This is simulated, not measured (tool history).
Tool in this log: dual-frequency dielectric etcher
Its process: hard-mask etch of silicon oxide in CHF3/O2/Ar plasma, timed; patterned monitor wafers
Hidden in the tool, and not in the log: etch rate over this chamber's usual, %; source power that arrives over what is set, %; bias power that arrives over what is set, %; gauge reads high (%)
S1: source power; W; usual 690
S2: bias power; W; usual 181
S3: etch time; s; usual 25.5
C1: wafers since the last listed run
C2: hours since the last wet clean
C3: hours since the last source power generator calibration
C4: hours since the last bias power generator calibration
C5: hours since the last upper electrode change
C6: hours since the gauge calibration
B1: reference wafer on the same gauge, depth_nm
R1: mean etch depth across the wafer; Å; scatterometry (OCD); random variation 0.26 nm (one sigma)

Run 1, hour 0: usual settings but S3 28.5 s; C1 0; C2 205.4; C3 2152.9; C4 1410.9; C5 3581.7; C6 932.3; B1 45. Result: R1 528 Å.
Run 2, hour 88.7: usual settings but S3 28.5 s; C1 1291; C2 294.1; C3 2241.6; C4 1499.6; C5 3670.4; C6 1021; B1 44.8. Result: R1 526 Å.
At hour 149.4: wet clean of the chamber.
Run 3, hour 176.3: usual settings; C1 925; C2 26.9; C3 2329.2; C4 1587.2; C5 3758; C6 1108.6; B1 44.9. Result: R1 480 Å.
Run 4, hour 235.1: usual settings but S1 640 W; C1 856; C2 85.7; C3 2388; C4 1646; C5 3816.8; C6 1167.4; B1 44.9. Result: R1 453 Å.
Run 5, hour 288.8: usual settings but S1 590 W, S3 28 s; C1 781; C2 139.4; C3 2441.7; C4 1699.7; C5 3870.5; C6 1221.1; B1 44.9. Result: R1 473 Å.
Run 6, hour 360.4: usual settings but S1 590 W, S3 28 s; C1 1042; C2 211; C3 2513.3; C4 1771.3; C5 3942.1; C6 1292.7; B1 45. Result: R1 473 Å.
Run 7, hour 415.5: usual settings but S1 590 W, S3 28 s; C1 802; C2 266.1; C3 2568.4; C4 1826.4; C5 3997.2; C6 1347.8; B1 44.9. Result: R1 469 Å.
At hour 556.2: wet clean of the chamber.
Run 8, hour 556.7: usual settings but S3 24 s; C1 1706; C2 0.5; C3 2709.6; C4 1967.6; C5 4138.4; C6 1489; B1 44.8. Result: R1 435 Å.
Run 9, hour 591.3: usual settings but S3 24 s; C1 503; C2 35.1; C3 2744.2; C4 2002.2; C5 4173; C6 1523.6; B1 44.9. Result: R1 429 Å.
Run 10, hour 677.2: usual settings; C1 1250; C2 121; C3 2830.1; C4 2088.1; C5 4258.9; C6 1609.5; B1 44.9. Result: R1 458 Å.
Run 11, hour 734.7: usual settings; C1 837; C2 178.5; C3 2887.6; C4 2145.6; C5 4316.4; C6 1667; B1 44.9. Result: R1 453 Å.
At hour 769.9: gauge calibrated.
Run 12, hour 786: usual settings; C1 746; C2 229.8; C3 2938.9; C4 2196.9; C5 4367.7; C6 16.1; B1 44.8. Result: R1 451 Å.
At hour 821.5: source power generator calibrated.
Run 13, hour 844.8: usual settings; C1 797; C2 288.6; C3 23.3; C4 2255.7; C5 4426.5; C6 74.9; B1 44.9. Result: R1 457 Å.
Run 14, hour 938.7: usual settings; C1 1367; C2 382.5; C3 117.2; C4 2349.6; C5 4520.4; C6 168.8; B1 44.9. Result: R1 448 Å.
At hour 1006.7: wet clean of the chamber, repeated, since the last time left the tool worse.
Run 15, hour 1007.2: usual settings; C1 647; C2 0.5; C3 185.7; C4 2418.1; C5 4588.9; C6 237.3; B1 44.9. Result: R1 481 Å.
Run 16, hour 1080.6: usual settings but S1 760 W, S2 205 W, S3 21 s; C1 1068; C2 73.9; C3 259.1; C4 2491.5; C5 4662.3; C6 310.7; B1 45. Result: R1 442 Å.
Run 17, hour 1181.7: usual settings but S1 590 W, S3 28 s; C1 1471; C2 175; C3 360.2; C4 2592.6; C5 4763.4; C6 411.8; B1 44.8. Result: R1 473 Å.
Run 18, hour 1249.7: usual settings; C1 990; C2 243; C3 428.2; C4 2660.6; C5 4831.4; C6 479.8; B1 44.9. Result: R1 472 Å.
Run 19, hour 1302.3: usual settings but S3 23 s; C1 765; C2 295.6; C3 480.8; C4 2713.2; C5 4884; C6 532.4; B1 45. Result: R1 422 Å.
At hour 1356.9: upper electrode replaced.
Run 20, hour 1403.9: usual settings but S1 540 W, S2 146 W, S3 21 s; C1 1129; C2 397.2; C3 582.4; C4 2814.8; C5 47; C6 634; B1 44.9. Result: R1 293 Å.
At hour 1431.4: bias power generator calibrated.
At hour 1470.4: wet clean of the chamber.
Run 21, hour 1470.9: usual settings; C1 567; C2 0.5; C3 649.4; C4 39.5; C5 114; C6 701; B1 44.9. Result: R1 483 Å.
Run 22, hour 1559.5: usual settings but S2 208 W, S3 19.5 s; C1 1289; C2 89.1; C3 738; C4 128.1; C5 202.6; C6 789.6; B1 44.9. Result: R1 385 Å.
Run 23, hour 1607.2: usual settings; C1 694; C2 136.8; C3 785.7; C4 175.8; C5 250.3; C6 837.3; B1 44.9. Result: R1 470 Å.
Run 24, hour 1681: usual settings but S2 214 W; C1 1074; C2 210.6; C3 859.5; C4 249.6; C5 324.1; C6 911.1; B1 44.8. Result: R1 511 Å.
Run 25, hour 1749.2: usual settings but S1 810 W, S2 139 W; C1 992; C2 278.8; C3 927.7; C4 317.8; C5 392.3; C6 979.3; B1 44.9. Result: R1 455 Å.
Run 26, hour 1830.2: usual settings but S1 790 W, S3 18.5 s; C1 1179; C2 359.8; C3 1008.7; C4 398.8; C5 473.3; C6 1060.3; B1 44.9. Result: R1 368 Å.
Run 27, hour 1877.9: usual settings but S1 640 W, S2 218 W, S3 30 s; C1 694; C2 407.5; C3 1056.4; C4 446.5; C5 521; C6 1108; B1 44.9. Result: R1 572 Å.
At hour 1930.1: wet clean of the chamber.
Run 28, hour 1941.8: usual settings but S2 223 W, S3 20 s; C1 580; C2 11.7; C3 1120.3; C4 510.4; C5 584.9; C6 1171.9; B1 44.9. Result: R1 412 Å.
Run 29, hour 1994.8: usual settings; C1 771; C2 64.7; C3 1173.3; C4 563.4; C5 637.9; C6 1224.9; B1 44.8. Result: R1 471 Å.
Run 30, hour 2069.5: usual settings but S1 820 W, S2 138 W, S3 29 s; C1 1087; C2 139.4; C3 1248; C4 638.1; C5 712.6; C6 1299.6; B1 44.9. Result: R1 526 Å.

Branching from run 30: 3 alternative next runs. What would each branch give?
Run A, hour 2069.9: usual settings; C1 5; C2 139.8; C3 1248.4; C4 638.5; C5 713; C6 1300; B1 ?. Result: R1 ?.
Run B, hour 2069.9: usual settings but S3 32 s; C1 5; C2 139.8; C3 1248.4; C4 638.5; C5 713; C6 1300; B1 ?. Result: R1 ?.
Run C, hour 2069.9: usual settings but S3 20 s; C1 5; C2 139.8; C3 1248.4; C4 638.5; C5 713; C6 1300; B1 ?. Result: R1 ?.

run    B1   R1
  A  44.8  478
  B  44.8  600
  C  44.8  375
Stripped of hidden state, with their random variation kept, the same runs would have yielded:
run   R1
  A  483
  B  607
  C  379

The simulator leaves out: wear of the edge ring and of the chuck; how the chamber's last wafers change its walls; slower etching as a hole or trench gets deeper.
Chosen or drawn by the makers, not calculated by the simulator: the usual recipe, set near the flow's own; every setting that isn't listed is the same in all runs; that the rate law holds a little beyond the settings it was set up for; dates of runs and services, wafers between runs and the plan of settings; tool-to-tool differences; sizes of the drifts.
